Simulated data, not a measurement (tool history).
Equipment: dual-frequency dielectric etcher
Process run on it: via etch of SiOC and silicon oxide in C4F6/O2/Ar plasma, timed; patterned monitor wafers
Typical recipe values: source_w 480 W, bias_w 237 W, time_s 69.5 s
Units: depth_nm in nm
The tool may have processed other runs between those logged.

| run | hour | source_w | bias_w | time_s | wafers since the last listed run | hours since the last wet clean | hours since the last source power generator calibration | hours since the last bias power generator calibration | hours since the last upper electrode change | hours since the gauge calibration | read-back reference wafer on the same gauge, depth_nm | depth_nm |
|---|---|---|---|---|---|---|---|---|---|---|---|---|
| 1 | 0 | 480 | 237 | 69.5 | 0 | 499.7 | 1301.8 | 2181.1 | 3487.2 | 613.4 | 101.8 | 91.7 |
|  | 60.3 | wet clean of the chamber |
| 2 | 64.7 | 480 | 237 | 69.5 | 339 | 4.4 | 1366.5 | 2245.8 | 3551.9 | 678.1 | 101.8 | 91.7 |
| 3 | 114 | 480 | 263 | 69.5 | 410 | 53.7 | 1415.8 | 2295.1 | 3601.2 | 727.4 | 101.8 | 95.6 |
| 4 | 142.8 | 480 | 263 | 69.5 | 239 | 82.5 | 1444.6 | 2323.9 | 3630 | 756.2 | 101.8 | 95.5 |
| 5 | 206.2 | 480 | 237 | 69.5 | 528 | 145.9 | 1508 | 2387.3 | 3693.4 | 819.6 | 101.8 | 91.1 |
| 6 | 275.8 | 480 | 277 | 56.5 | 579 | 215.5 | 1577.6 | 2456.9 | 3763 | 889.2 | 101.8 | 78.8 |
|  | 320.9 | gauge calibrated |
| 7 | 326.7 | 480 | 237 | 69.5 | 424 | 266.4 | 1628.5 | 2507.8 | 3813.9 | 5.8 | 101.8 | 91 |
|  | 367.7 | bias power generator calibrated |
| 8 | 381.7 | 480 | 237 | 69.5 | 424 | 321.4 | 1683.5 | 14 | 3868.9 | 60.8 | 101.8 | 91.1 |
| 9 | 407.7 | 480 | 221 | 69.5 | 216 | 347.4 | 1709.5 | 40 | 3894.9 | 86.8 | 101.8 | 88.2 |
| 10 | 445.1 | 590 | 237 | 69.5 | 311 | 384.8 | 1746.9 | 77.4 | 3932.3 | 124.2 | 101.8 | 99.1 |
| 11 | 483.3 | 550 | 184 | 60 | 318 | 423 | 1785.1 | 115.6 | 3970.5 | 162.4 | 101.8 | 74.6 |
| 12 | 517.6 | 370 | 214 | 69.5 | 285 | 457.3 | 1819.4 | 149.9 | 4004.8 | 196.7 | 101.8 | 77.3 |
|  | 573.8 | upper electrode replaced |
| 13 | 574.3 | 540 | 259 | 84 | 272 | 514 | 1876.1 | 206.6 | 0.5 | 253.4 | 101.8 | 119.3 |
|  | 620.3 | wet clean of the chamber |
|  | 645.3 | source power generator calibrated |
| 14 | 726.2 | 480 | 219 | 83.5 | 1032 | 105.9 | 80.9 | 358.5 | 152.4 | 405.3 | 101.8 | 107.7 |
| 15 | 797.2 | 370 | 214 | 69.5 | 591 | 176.9 | 151.9 | 429.5 | 223.4 | 476.3 | 101.8 | 78.6 |
| 16 | 841.7 | 480 | 237 | 69.5 | 370 | 221.4 | 196.4 | 474 | 267.9 | 520.8 | 101.8 | 92.4 |
| 17 | 870.1 | 390 | 237 | 50 | 236 | 249.8 | 224.8 | 502.4 | 296.3 | 549.2 | 101.8 | 60.6 |

Pick out some run-to-run changes in depth_nm. Of each, how much would a tool without hidden state show as well, from the settings, what came in and chance, and how much is left for the hidden state and any gauge scatter not in both results compared?
Hidden state present: etch rate over this chamber's usual, %; source power that arrives over what is set, %; bias power that arrives over what is set, %; gauge reads high (%).
Run 12 -> 13: source_w 370 -> 540, bias_w 214 -> 259, time_s 69.5 -> 84, upper electrode replaced. depth_nm +42 nm: hidden state -1, all else +43.
Run 13 -> 14: source_w 540 -> 480, bias_w 259 -> 219, time_s 84 -> 83.5, wet clean of the chamber, source power generator calibrated. depth_nm -11.6 nm: hidden state +2.4, all else -14.
